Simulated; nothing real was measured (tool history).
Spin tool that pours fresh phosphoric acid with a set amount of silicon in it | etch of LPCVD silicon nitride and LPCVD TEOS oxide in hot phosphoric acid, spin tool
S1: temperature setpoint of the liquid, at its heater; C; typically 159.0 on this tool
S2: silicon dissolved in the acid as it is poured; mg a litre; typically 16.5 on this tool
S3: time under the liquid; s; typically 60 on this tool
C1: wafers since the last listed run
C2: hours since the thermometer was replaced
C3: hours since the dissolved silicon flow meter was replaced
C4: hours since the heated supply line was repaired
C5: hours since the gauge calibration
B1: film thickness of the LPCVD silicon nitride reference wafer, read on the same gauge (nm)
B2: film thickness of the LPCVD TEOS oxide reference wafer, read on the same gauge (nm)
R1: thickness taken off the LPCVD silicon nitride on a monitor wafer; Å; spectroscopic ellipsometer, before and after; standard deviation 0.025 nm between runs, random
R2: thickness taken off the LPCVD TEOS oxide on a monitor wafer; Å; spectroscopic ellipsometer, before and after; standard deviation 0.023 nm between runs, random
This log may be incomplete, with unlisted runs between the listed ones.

run   hour     S1    S2  S3   C1      C2      C3      C4     C5       B1      B2     R1    R2
  1    0.0  159.0  16.5  35    0  2421.9  1758.6  3240.9  223.8  109.992  39.984  31.74  1.17
  2    9.0  159.0  16.5  35  108  2430.9  1767.6  3249.9  232.8  110.009  40.003  31.51  1.53
  3   20.8  159.0  16.5  40  142  2442.7  1779.4  3261.7  244.6  110.011  40.003  36.29  1.62
      28.3  -- gauge calibrated
  4   37.2  159.0  16.5  40  198  2459.1  1795.8  3278.1    8.9  109.967  39.977  36.43  1.63
  5   53.5  159.0  16.5  60  197  2475.4  1812.1  3294.4   25.2  109.963  39.991  53.98  2.32
  6   62.5  159.0  16.5  60  108  2484.4  1821.1  3303.4   34.2  109.994  40.001  54.16  2.97
      65.4  -- thermometer replaced
  7   73.7  159.0  16.5  60  123     8.3  1832.3  3314.6   45.4  110.005  40.018  54.38  2.51
  8   83.0  159.0  16.5  60  112    17.6  1841.6  3323.9   54.7  109.992  40.007  54.09  2.81
  9   93.5  159.0  16.5  35  127    28.1  1852.1  3334.4   65.2  110.002  40.001  31.42  1.41
     108.2  -- dissolved silicon flow meter replaced
 10  109.7  157.5  29.0  40  184    44.3     1.5  3350.6   81.4  109.982  40.011  34.35  1.10
 11  123.6  161.0  11.0  25  168    58.2    15.4  3364.5   95.3  109.993  39.998  24.18  1.52
 12  137.6  161.5  26.0  40  169    72.2    29.4  3378.5  109.3  110.030  39.975  39.32  1.32
     138.6  -- heated supply line repaired
 13  144.5  161.5  16.5  60   71    79.1    36.3     5.9  116.2  110.019  40.008  59.01  2.98
 14  153.0  157.5  26.0  85  102    87.6    44.8    14.4  124.7  109.987  40.011  73.36  2.28
 15  160.1  159.0  20.5  60   85    94.7    51.9    21.5  131.8  109.993  40.006  53.89  2.43
 16  168.7  159.0  16.5  50  104   103.3    60.5    30.1  140.4  110.008  40.011  44.77  2.11
 17  184.1  161.5  16.5  60  186   118.7    75.9    45.5  155.8  109.983  40.009  58.98  3.00
 18  190.6  160.5  24.5  40   78   125.2    82.4    52.0  162.3  109.999  39.994  38.13  1.49
 19  198.9  159.0  16.5  75  100   133.5    90.7    60.3  170.6  110.032  39.989  68.15  3.04
 20  210.4  160.5  24.5  40  139   145.0   102.2    71.8  182.1  109.992  40.019  37.99  1.58
 21  222.1  157.5  29.0  40  141   156.7   113.9    83.5  193.8  110.011  40.022  34.34  1.02

Run-by-run hidden state of the tool:
liquid colder than its thermometer reads (K): 0 in every run
dissolved silicon flow below the setpoint (%): 0 in every run
temperature lost on the way to the wafer (K): 0 in every run
gauge reads high (%): 0 in every run
